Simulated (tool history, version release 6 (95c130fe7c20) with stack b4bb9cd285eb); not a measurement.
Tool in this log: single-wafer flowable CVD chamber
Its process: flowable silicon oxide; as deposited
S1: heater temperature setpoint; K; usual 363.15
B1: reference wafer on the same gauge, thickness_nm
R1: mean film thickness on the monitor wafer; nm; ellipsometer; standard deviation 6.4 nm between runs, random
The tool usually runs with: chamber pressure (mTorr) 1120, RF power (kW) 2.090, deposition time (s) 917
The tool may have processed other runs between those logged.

{"run": 1, "hour": 0.0, "S1": 363.15, "chamber pressure (mTorr)": 1120, "RF power (kW)": 2.09, "deposition time (s)": 917, "B1": 1070.279, "R1": 1143.491}
{"run": 2, "hour": 24.4, "S1": 363.15, "chamber pressure (mTorr)": 1120, "RF power (kW)": 2.09, "deposition time (s)": 917, "B1": 1068.992, "R1": 1129.763}
{"hour": 55.3, "done": "capacitance manometer re-zeroed and calibrated"}
{"run": 3, "hour": 58.8, "S1": 363.15, "chamber pressure (mTorr)": 1120, "RF power (kW)": 1.805, "deposition time (s)": 917, "B1": 1071.192, "R1": 1183.014}
{"run": 4, "hour": 93.2, "S1": 363.15, "chamber pressure (mTorr)": 1120, "RF power (kW)": 1.805, "deposition time (s)": 917, "B1": 1070.259, "R1": 1188.93}
{"run": 5, "hour": 123.8, "S1": 363.15, "chamber pressure (mTorr)": 900, "RF power (kW)": 2.09, "deposition time (s)": 917, "B1": 1069.175, "R1": 980.724}
{"run": 6, "hour": 146.9, "S1": 363.15, "chamber pressure (mTorr)": 900, "RF power (kW)": 2.09, "deposition time (s)": 917, "B1": 1069.036, "R1": 979.682}
{"run": 7, "hour": 159.3, "S1": 363.15, "chamber pressure (mTorr)": 900, "RF power (kW)": 2.09, "deposition time (s)": 917, "B1": 1068.424, "R1": 981.76}
{"run": 8, "hour": 176.9, "S1": 371.15, "chamber pressure (mTorr)": 1120, "RF power (kW)": 2.09, "deposition time (s)": 917, "B1": 1067.707, "R1": 968.924}
{"run": 9, "hour": 196.6, "S1": 376.15, "chamber pressure (mTorr)": 1250, "RF power (kW)": 2.22, "deposition time (s)": 838, "B1": 1069.106, "R1": 862.981}
{"hour": 210.1, "done": "showerhead replaced"}
{"run": 10, "hour": 223.9, "S1": 363.15, "chamber pressure (mTorr)": 900, "RF power (kW)": 2.09, "deposition time (s)": 917, "B1": 1069.052, "R1": 968.839}
{"run": 11, "hour": 256.6, "S1": 376.15, "chamber pressure (mTorr)": 970, "RF power (kW)": 2.275, "deposition time (s)": 827, "B1": 1069.519, "R1": 664.234}
{"run": 12, "hour": 331.3, "S1": 363.15, "chamber pressure (mTorr)": 1120, "RF power (kW)": 2.09, "deposition time (s)": 1057, "B1": 1070.852, "R1": 1401.511}
{"run": 13, "hour": 424.2, "S1": 355.15, "chamber pressure (mTorr)": 1360, "RF power (kW)": 1.7, "deposition time (s)": 848, "B1": 1069.384, "R1": 1609.544}
{"hour": 428.6, "done": "gauge calibrated"}
{"run": 14, "hour": 448.9, "S1": 363.15, "chamber pressure (mTorr)": 900, "RF power (kW)": 2.09, "deposition time (s)": 917, "B1": 1071.68, "R1": 967.101}
{"run": 15, "hour": 481.9, "S1": 363.15, "chamber pressure (mTorr)": 900, "RF power (kW)": 2.09, "deposition time (s)": 917, "B1": 1070.473, "R1": 976.613}
{"run": 16, "hour": 510.9, "S1": 351.15, "chamber pressure (mTorr)": 1120, "RF power (kW)": 2.09, "deposition time (s)": 1091, "B1": 1070.518, "R1": 1999.462}
{"hour": 541.6, "done": "thermocouple changed; heater temperature recalibrated"}
{"run": 17, "hour": 542.1, "S1": 371.15, "chamber pressure (mTorr)": 1290, "RF power (kW)": 2.305, "deposition time (s)": 787, "B1": 1069.931, "R1": 982.431}
{"hour": 560.2, "done": "RF generator calibrated"}
{"run": 18, "hour": 560.7, "S1": 363.15, "chamber pressure (mTorr)": 1120, "RF power (kW)": 2.09, "deposition time (s)": 917, "B1": 1070.75, "R1": 1224.124}
{"run": 19, "hour": 589.9, "S1": 363.15, "chamber pressure (mTorr)": 900, "RF power (kW)": 2.09, "deposition time (s)": 917, "B1": 1069.734, "R1": 976.775}
{"run": 20, "hour": 612.4, "S1": 363.15, "chamber pressure (mTorr)": 1290, "RF power (kW)": 2.09, "deposition time (s)": 759, "B1": 1071.899, "R1": 1173.893}
{"run": 21, "hour": 636.3, "S1": 369.15, "chamber pressure (mTorr)": 960, "RF power (kW)": 2.44, "deposition time (s)": 746, "B1": 1070.609, "R1": 724.38}
{"run": 22, "hour": 659.7, "S1": 363.15, "chamber pressure (mTorr)": 1270, "RF power (kW)": 2.09, "deposition time (s)": 917, "B1": 1070.397, "R1": 1397.337}
{"run": 23, "hour": 689.2, "S1": 363.15, "chamber pressure (mTorr)": 1120, "RF power (kW)": 2.09, "deposition time (s)": 917, "B1": 1068.942, "R1": 1221.134}
{"run": 24, "hour": 702.5, "S1": 363.15, "chamber pressure (mTorr)": 1120, "RF power (kW)": 2.09, "deposition time (s)": 917, "B1": 1070.441, "R1": 1237.203}
{"run": 25, "hour": 726.3, "S1": 363.15, "chamber pressure (mTorr)": 1120, "RF power (kW)": 1.855, "deposition time (s)": 1001, "B1": 1069.738, "R1": 1305.097}
{"run": 26, "hour": 755.8, "S1": 363.15, "chamber pressure (mTorr)": 1120, "RF power (kW)": 2.09, "deposition time (s)": 917, "B1": 1069.205, "R1": 1215.684}
{"run": 27, "hour": 789.0, "S1": 363.15, "chamber pressure (mTorr)": 1120, "RF power (kW)": 2.09, "deposition time (s)": 846, "B1": 1070.404, "R1": 1132.988}

Each row is a separate what-if for the run after 27, all from the same tool condition, not one after another. Results?
{"run": "A", "hour": 789.7, "S1": 363.15, "chamber pressure (mTorr)": 1120, "RF power (kW)": 2.09, "deposition time (s)": 917, "B1": "?", "R1": "?"}
{"run": "B", "hour": 789.7, "S1": 363.15, "chamber pressure (mTorr)": 1320, "RF power (kW)": 2.09, "deposition time (s)": 917, "B1": "?", "R1": "?"}
{"run": "C", "hour": 789.7, "S1": 349.15, "chamber pressure (mTorr)": 1120, "RF power (kW)": 2.09, "deposition time (s)": 917, "B1": "?", "R1": "?"}
{"run": "D", "hour": 789.7, "S1": 363.15, "chamber pressure (mTorr)": 1120, "RF power (kW)": 2.09, "deposition time (s)": 800, "B1": "?", "R1": "?"}
{"run": "E", "hour": 789.7, "S1": 375.15, "chamber pressure (mTorr)": 1390, "RF power (kW)": 2.09, "deposition time (s)": 974, "B1": "?", "R1": "?"}

run=A B1=1070.675 R1=1212.537
run=B B1=1070.675 R1=1428.736
run=C B1=1070.675 R1=1735.579
run=D B1=1070.675 R1=1057.829
run=E B1=1070.675 R1=1118.467
The same runs, with their run-to-run variation unchanged, on a tool lacking any hidden condition would have given:
run=A R1=1218.622
run=B R1=1434.943
run=C R1=1744.289
run=D R1=1063.138
run=E R1=1123.326
